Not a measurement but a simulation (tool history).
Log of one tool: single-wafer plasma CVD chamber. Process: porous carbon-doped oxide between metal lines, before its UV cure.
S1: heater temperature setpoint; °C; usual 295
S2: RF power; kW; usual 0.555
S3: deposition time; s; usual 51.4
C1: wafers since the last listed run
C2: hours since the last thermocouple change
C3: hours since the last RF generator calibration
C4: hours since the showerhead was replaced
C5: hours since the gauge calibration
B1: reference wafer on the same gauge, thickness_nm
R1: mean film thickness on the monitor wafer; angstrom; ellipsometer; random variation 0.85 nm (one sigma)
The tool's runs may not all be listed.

Run 1, hour 0: usual settings; C1 0; C2 1525; C3 618.4; C4 3682.5; C5 68.2; B1 299.198. Result: R1 2880.48 angstrom.
Run 2, hour 24.4: usual settings; C1 618; C2 1549.4; C3 642.8; C4 3706.9; C5 92.6; B1 299.401. Result: R1 2879.14 angstrom.
Run 3, hour 43.3: usual settings; C1 479; C2 1568.3; C3 661.7; C4 3725.8; C5 111.5; B1 298.882. Result: R1 2880.37 angstrom.
Run 4, hour 58.4: usual settings; C1 382; C2 1583.4; C3 676.8; C4 3740.9; C5 126.6; B1 298.914. Result: R1 2897.01 angstrom.
Run 5, hour 85.7: usual settings; C1 692; C2 1610.7; C3 704.1; C4 3768.2; C5 153.9; B1 298.774. Result: R1 2880.74 angstrom.
Run 6, hour 110.2: usual settings; C1 621; C2 1635.2; C3 728.6; C4 3792.7; C5 178.4; B1 298.94. Result: R1 2870.04 angstrom.
Run 7, hour 136.1: usual settings but S3 43.9 s; C1 656; C2 1661.1; C3 754.5; C4 3818.6; C5 204.3; B1 298.623. Result: R1 2476.21 angstrom.
Run 8, hour 158.3: usual settings but S3 43.9 s; C1 562; C2 1683.3; C3 776.7; C4 3840.8; C5 226.5; B1 298.939. Result: R1 2475.41 angstrom.
Run 9, hour 192.5: usual settings; C1 867; C2 1717.5; C3 810.9; C4 3875; C5 260.7; B1 298.686. Result: R1 2875.97 angstrom.
At hour 213.8: thermocouple changed; heater temperature recalibrated.
Run 10, hour 214.3: usual settings; C1 349; C2 0.5; C3 832.7; C4 3896.8; C5 282.5; B1 299.04. Result: R1 2895.92 angstrom.
Run 11, hour 239.2: usual settings; C1 631; C2 25.4; C3 857.6; C4 3921.7; C5 307.4; B1 299.044. Result: R1 2871.13 angstrom.
At hour 257.6: showerhead replaced.
Run 12, hour 258.1: usual settings but S1 287 °C; C1 276; C2 44.3; C3 876.5; C4 0.5; C5 326.3; B1 299.082. Result: R1 3001.15 angstrom.
Run 13, hour 284.4: usual settings; C1 666; C2 70.6; C3 902.8; C4 26.8; C5 352.6; B1 298.687. Result: R1 2885.08 angstrom.
At hour 299.2: RF generator calibrated.
Run 14, hour 302.1: usual settings; C1 245; C2 88.3; C3 2.9; C4 44.5; C5 370.3; B1 298.793. Result: R1 2881.54 angstrom.
Run 15, hour 333.5: usual settings but S1 290 °C, S3 54 s; C1 796; C2 119.7; C3 34.3; C4 75.9; C5 401.7; B1 299.018. Result: R1 3107.01 angstrom.
Run 16, hour 353.3: usual settings but S1 290 °C, S2 0.625 kW; C1 502; C2 139.5; C3 54.1; C4 95.7; C5 421.5; B1 298.815. Result: R1 3162.33 angstrom.
Run 17, hour 379.1: usual settings; C1 654; C2 165.3; C3 79.9; C4 121.5; C5 447.3; B1 298.882. Result: R1 2880.13 angstrom.
Run 18, hour 411.9: usual settings but S2 0.605 kW, S3 59.7 s; C1 831; C2 198.1; C3 112.7; C4 154.3; C5 480.1; B1 298.559. Result: R1 3488.88 angstrom.
Run 19, hour 441.2: usual settings but S1 305 °C, S2 0.605 kW, S3 55.7 s; C1 742; C2 227.4; C3 142; C4 183.6; C5 509.4; B1 298.931. Result: R1 3094.59 angstrom.
Run 20, hour 456.3: usual settings but S1 286 °C, S2 0.525 kW, S3 47.2 s; C1 382; C2 242.5; C3 157.1; C4 198.7; C5 524.5; B1 298.862. Result: R1 2702.48 angstrom.
Run 21, hour 482.9: usual settings but S1 301 °C, S2 0.46 kW; C1 674; C2 269.1; C3 183.7; C4 225.3; C5 551.1; B1 298.772. Result: R1 2529.49 angstrom.
At hour 484.5: gauge calibrated.
Run 22, hour 513.2: usual settings; C1 768; C2 299.4; C3 214; C4 255.6; C5 28.7; B1 299.295. Result: R1 2877.42 angstrom.
Run 23, hour 532: usual settings but S1 305 °C, S2 0.525 kW, S3 44.8 s; C1 476; C2 318.2; C3 232.8; C4 274.4; C5 47.5; B1 298.84. Result: R1 2320.78 angstrom.
Run 24, hour 552.5: usual settings but S1 305 °C, S3 45.6 s; C1 519; C2 338.7; C3 253.3; C4 294.9; C5 68; B1 299.437. Result: R1 2434.1 angstrom.
Run 25, hour 588: usual settings but S1 290 °C, S2 0.45 kW, S3 61.3 s; C1 900; C2 374.2; C3 288.8; C4 330.4; C5 103.5; B1 299.012. Result: R1 3158.98 angstrom.
Run 26, hour 618.6: usual settings; C1 775; C2 404.8; C3 319.4; C4 361; C5 134.1; B1 299.087. Result: R1 2887.61 angstrom.
Run 27, hour 631.5: usual settings; C1 327; C2 417.7; C3 332.3; C4 373.9; C5 147; B1 299.022. Result: R1 2875.6 angstrom.
Run 28, hour 645.3: usual settings but S1 299 °C; C1 349; C2 431.5; C3 346.1; C4 387.7; C5 160.8; B1 298.711. Result: R1 2828.29 angstrom.
Run 29, hour 672.3: usual settings; C1 684; C2 458.5; C3 373.1; C4 414.7; C5 187.8; B1 299.239. Result: R1 2892.65 angstrom.
Run 30, hour 691.2: usual settings but S1 301 °C, S3 42 s; C1 479; C2 477.4; C3 392; C4 433.6; C5 206.7; B1 299.019. Result: R1 2286.56 angstrom.
Run 31, hour 740.5: usual settings but S1 283 °C, S2 0.45 kW; C1 1250; C2 526.7; C3 441.3; C4 482.9; C5 256; B1 298.744. Result: R1 2753.74 angstrom.
Run 32, hour 769.1: usual settings but S1 284 °C, S2 0.635 kW, S3 56 s; C1 725; C2 555.3; C3 469.9; C4 511.5; C5 284.6; B1 299.076. Result: R1 3579.06 angstrom.
Run 33, hour 783: usual settings but S3 42.8 s; C1 352; C2 569.2; C3 483.8; C4 525.4; C5 298.5; B1 298.803. Result: R1 2414.5 angstrom.
Run 34, hour 874.1: usual settings but S1 286 °C, S2 0.525 kW, S3 47.2 s; C1 2310; C2 660.3; C3 574.9; C4 616.5; C5 389.6; B1 299.18. Result: R1 2720.4 angstrom.

Forecast each of these 4 alternatives for the next run:
Run A, hour 874.5: usual settings but S1 305 °C; C1 10; C2 660.7; C3 575.3; C4 616.9; C5 390; B1 ?. Result: R1 ?.
Run B, hour 874.5: usual settings but S1 285 °C, S2 0.465 kW, S3 55.4 s; C1 10; C2 660.7; C3 575.3; C4 616.9; C5 390; B1 ?. Result: R1 ?.
Run C, hour 874.5: usual settings but S1 283 °C, S3 55.6 s; C1 10; C2 660.7; C3 575.3; C4 616.9; C5 390; B1 ?. Result: R1 ?.
Run D, hour 874.5: usual settings but S1 299 °C, S2 0.62 kW, S3 44.4 s; C1 10; C2 660.7; C3 575.3; C4 616.9; C5 390; B1 ?. Result: R1 ?.

run       B1       R1
  A  298.913   2736.9
  B  298.913  2988.03
  C  298.913  3328.42
  D  298.913  2593.52
Without the tool's hidden state the same runs would have given:
run       R1
  A   2736.9
  B  2988.03
  C  3328.42
  D  2593.52
